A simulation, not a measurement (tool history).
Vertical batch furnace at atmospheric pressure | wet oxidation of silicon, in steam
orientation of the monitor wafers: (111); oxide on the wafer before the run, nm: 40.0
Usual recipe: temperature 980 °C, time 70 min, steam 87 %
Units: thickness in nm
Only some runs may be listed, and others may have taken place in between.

| run | hour | temperature | time | steam | wafers since the last listed run | hours since the last temperature calibration | hours since the steam generator was serviced | hours since the gauge calibration | read-back reference wafer on the same gauge, thickness | thickness |
|---|---|---|---|---|---|---|---|---|---|---|
| 1 | 0 | 980 | 70 | 87 | 0 | 2577.2 | 2753.9 | 40.7 | 454.93 | 450.82 |
| 2 | 48.5 | 980 | 70 | 87 | 470 | 2625.7 | 2802.4 | 89.2 | 454.81 | 453.37 |
| 3 | 139.4 | 980 | 45.5 | 87 | 881 | 2716.6 | 2893.3 | 180.1 | 455.03 | 345.41 |
| 4 | 197 | 980 | 45.5 | 87 | 558 | 2774.2 | 2950.9 | 237.7 | 454.97 | 346.33 |
| 5 | 301.9 | 980 | 45.5 | 87 | 1017 | 2879.1 | 3055.8 | 342.6 | 455.12 | 347.12 |
| 6 | 388.4 | 980 | 70 | 87 | 839 | 2965.6 | 3142.3 | 429.1 | 455.21 | 452.44 |
| 7 | 476.6 | 980 | 70 | 94 | 855 | 3053.8 | 3230.5 | 517.3 | 454.99 | 474.08 |
| 8 | 576.9 | 980 | 70 | 87 | 972 | 3154.1 | 3330.8 | 617.6 | 455.32 | 453.11 |
| 9 | 648.3 | 980 | 70 | 87 | 692 | 3225.5 | 3402.2 | 689 | 454.95 | 450.99 |
| 10 | 691.8 | 980 | 70 | 87 | 421 | 3269 | 3445.7 | 732.5 | 455.01 | 452.98 |
| 11 | 777.4 | 980 | 70 | 87 | 830 | 3354.6 | 3531.3 | 818.1 | 454.69 | 454.92 |
|  | 877.5 | steam generator serviced |
| 12 | 878 | 980 | 70 | 87 | 743 | 3455.2 | 0.5 | 918.7 | 455.19 | 455.2 |
| 13 | 893.9 | 980 | 70 | 87 | 154 | 3471.1 | 16.4 | 934.6 | 455.15 | 452.35 |
| 14 | 950.5 | 980 | 70 | 87 | 549 | 3527.7 | 73 | 991.2 | 455.06 | 453.28 |
| 15 | 1048 | 980 | 70 | 87 | 945 | 3625.2 | 170.5 | 1088.7 | 454.82 | 454.9 |
| 16 | 1137.3 | 980 | 70 | 87 | 866 | 3714.5 | 259.8 | 1178 | 454.97 | 455 |
| 17 | 1239.7 | 980 | 70 | 87 | 993 | 3816.9 | 362.2 | 1280.4 | 455.13 | 457.09 |
| 18 | 1287 | 980 | 82.5 | 87 | 458 | 3864.2 | 409.5 | 1327.7 | 454.72 | 501.61 |
| 19 | 1366.8 | 1003 | 54.5 | 94 | 774 | 3944 | 489.3 | 1407.5 | 454.58 | 464.16 |
|  | 1445.5 | thermocouples replaced and temperature profile calibrated |
| 20 | 1451 | 980 | 91.5 | 82 | 583 | 5.5 | 573.5 | 1491.7 | 454.98 | 520.84 |
| 21 | 1513.4 | 1001 | 53 | 77 | 605 | 67.9 | 635.9 | 1554.1 | 455.18 | 407.7 |
| 22 | 1589 | 980 | 70 | 87 | 733 | 143.5 | 711.5 | 1629.7 | 454.71 | 462.34 |
| 23 | 1664.7 | 1002 | 57 | 77 | 734 | 219.2 | 787.2 | 1705.4 | 454.92 | 426.81 |
| 24 | 1724.4 | 989 | 70 | 83 | 579 | 278.9 | 846.9 | 1765.1 | 455.15 | 469.1 |
| 25 | 1788.8 | 997 | 57.5 | 87 | 624 | 343.3 | 911.3 | 1829.5 | 455 | 450.19 |
|  | 1810.5 | gauge calibrated |
|  | 1865.6 | thermocouples replaced and temperature profile calibrated, repeated, since the last time left the tool worse |
| 26 | 1866.1 | 980 | 70 | 87 | 517 | 0.5 | 988.6 | 55.6 | 455.35 | 448 |
| 27 | 1925.6 | 980 | 70 | 87 | 577 | 60 | 1048.1 | 115.1 | 455.18 | 447.68 |
| 28 | 1990.8 | 980 | 70 | 87 | 632 | 125.2 | 1113.3 | 180.3 | 454.89 | 447.99 |
| 29 | 2073.2 | 980 | 56 | 84 | 799 | 207.6 | 1195.7 | 262.7 | 454.91 | 381.7 |
| 30 | 2301.9 | 980 | 99.5 | 87 | 2218 | 436.3 | 1424.4 | 491.4 | 455.08 | 555.73 |
| 31 | 2384.7 | 968 | 70 | 87 | 803 | 519.1 | 1507.2 | 574.2 | 455.34 | 415.89 |
| 32 | 2443.8 | 980 | 70 | 87 | 573 | 578.2 | 1566.3 | 633.3 | 455.02 | 451.66 |
| 33 | 2489.7 | 970 | 54.5 | 87 | 445 | 624.1 | 1612.2 | 679.2 | 454.76 | 363.57 |
| 34 | 2538.1 | 980 | 70 | 87 | 469 | 672.5 | 1660.6 | 727.6 | 455 | 449.54 |
| 35 | 2636.4 | 980 | 70 | 81 | 953 | 770.8 | 1758.9 | 825.9 | 454.6 | 430.41 |
| 36 | 2736.3 | 980 | 70 | 87 | 969 | 870.7 | 1858.8 | 925.8 | 455.1 | 451.05 |
| 37 | 2801.9 | 987 | 38 | 83 | 636 | 936.3 | 1924.4 | 991.4 | 455.23 | 312.45 |

Measured less the same run without the tool's hidden state. The same run-to-run variation is in both; the gauge's scatter may not be:
The tool's hidden condition here consists of: true tube temperature minus thermocouple reading, K; steam share off its setpoint, % of the setpoint; gauge reads high (%).
| run | thickness |
|---|---|
| 1 | +6.69 |
| 2 | +6.84 |
| 3 | +5.79 |
| 4 | +5.93 |
| 5 | +6.15 |
| 6 | +7.65 |
| 7 | +8.12 |
| 8 | +8.12 |
| 9 | +8.24 |
| 10 | +8.39 |
| 11 | +8.63 |
| 12 | +8.88 |
| 13 | +8.86 |
| 14 | +9.02 |
| 15 | +9.28 |
| 16 | +9.5 |
| 17 | +9.78 |
| 18 | +10.55 |
| 19 | +9.29 |
| 20 | +17.12 |
| 21 | +13.41 |
| 22 | +16.11 |
| 23 | +14.1 |
| 24 | +15.99 |
| 25 | +15.22 |
| 26 | +2.11 |
| 27 | +2.25 |
| 28 | +2.41 |
| 29 | +2.33 |
| 30 | +3.69 |
| 31 | +3.35 |
| 32 | +3.54 |
| 33 | +3.25 |
| 34 | +3.75 |
| 35 | +3.88 |
| 36 | +4.25 |
| 37 | +3.29 |

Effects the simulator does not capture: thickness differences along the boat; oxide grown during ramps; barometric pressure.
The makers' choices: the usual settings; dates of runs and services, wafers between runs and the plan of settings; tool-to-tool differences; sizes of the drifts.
